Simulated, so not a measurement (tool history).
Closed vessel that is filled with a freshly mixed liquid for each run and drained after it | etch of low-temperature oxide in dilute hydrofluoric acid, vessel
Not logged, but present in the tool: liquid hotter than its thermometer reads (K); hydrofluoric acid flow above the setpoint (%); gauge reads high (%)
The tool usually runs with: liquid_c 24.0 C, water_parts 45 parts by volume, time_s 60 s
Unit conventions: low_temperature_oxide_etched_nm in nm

run,hour,liquid_c,water_parts,time_s,wafers since the last listed run,hours since the thermometer was replaced,hours since the hydrofluoric acid flow meter was replaced,hours since the gauge calibration,"read-back film thickness of the low-temperature oxide reference wafer, read on the same gauge (nm)",low_temperature_oxide_etched_nm
1,0.0,24.0,45,60,0,1061.9,1075.8,76.5,29.99,37.06
2,32.0,27.5,45,70,3113,1093.9,1107.8,108.5,29.99,49.92
3,63.7,24.0,45,60,3084,1125.6,1139.5,140.2,30.05,36.64
4,76.7,24.0,45,60,1264,1138.6,1152.5,153.2,30.01,37.04
5,108.4,24.0,45,60,3084,1170.3,1184.2,184.9,30.01,37.11
6,136.2,24.0,45,60,2704,1198.1,1212.0,212.7,29.98,37.16
7,152.4,24.0,45,50,1576,1214.3,1228.2,228.9,29.97,30.88
8,171.1,24.0,45,50,1819,1233.0,1246.9,247.6,29.96,31.15
9,188.9,24.0,45,60,1731,1250.8,1264.7,265.4,29.96,37.64
10,221.1,24.0,45,80,3132,1283.0,1296.9,297.6,29.95,50.24
11,257.0,24.0,45,80,3492,1318.9,1332.8,333.5,29.97,49.74
# hour 275.0: thermometer replaced
12,292.8,24.0,45,80,3385,17.8,1368.6,369.3,29.95,46.15
13,328.3,21.0,25,85,3453,53.3,1404.1,404.8,29.97,79.93
14,353.0,25.5,35,60,2402,78.0,1428.8,429.5,30.04,47.86
15,387.1,27.0,40,40,3317,112.1,1462.9,463.6,30.02,29.77
# hour 396.0: hydrofluoric acid flow meter replaced
16,418.0,26.0,40,35,2908,143.0,22.0,494.5,30.00,25.28
# hour 426.0: gauge calibrated
17,430.4,24.0,55,85,1206,155.4,34.4,4.4,30.06,40.24
18,445.2,20.5,45,60,1439,170.2,49.2,19.2,30.05,30.43
19,480.9,28.5,35,95,3473,205.9,84.9,54.9,30.00,87.06
20,511.5,27.0,45,50,2976,236.5,115.5,85.5,30.05,33.35
21,527.9,22.5,45,80,1595,252.9,131.9,101.9,30.01,44.18
22,544.0,24.0,45,60,1566,269.0,148.0,118.0,30.00,35.52
23,570.0,24.0,45,60,2529,295.0,174.0,144.0,29.98,35.52
24,606.0,24.0,45,60,3502,331.0,210.0,180.0,30.00,35.68
25,640.6,24.0,45,60,3366,365.6,244.6,214.6,30.01,35.56

What if the next run were any one of these 3? Each begins from the tool's condition after run 25:
A,641.3,19.0,45,60,68,366.3,245.3,215.3,?,?
B,641.3,22.5,45,60,68,366.3,245.3,215.3,?,?
C,641.3,24.0,35,90,68,366.3,245.3,215.3,?,?

run,"read-back film thickness of the low-temperature oxide reference wafer, read on the same gauge (nm)",low_temperature_oxide_etched_nm
A,30.01,28.80
B,30.01,33.36
C,30.01,69.40
What these runs would have given with no unlogged condition in the tool:
run,low_temperature_oxide_etched_nm
A,27.65
B,32.07
C,66.71
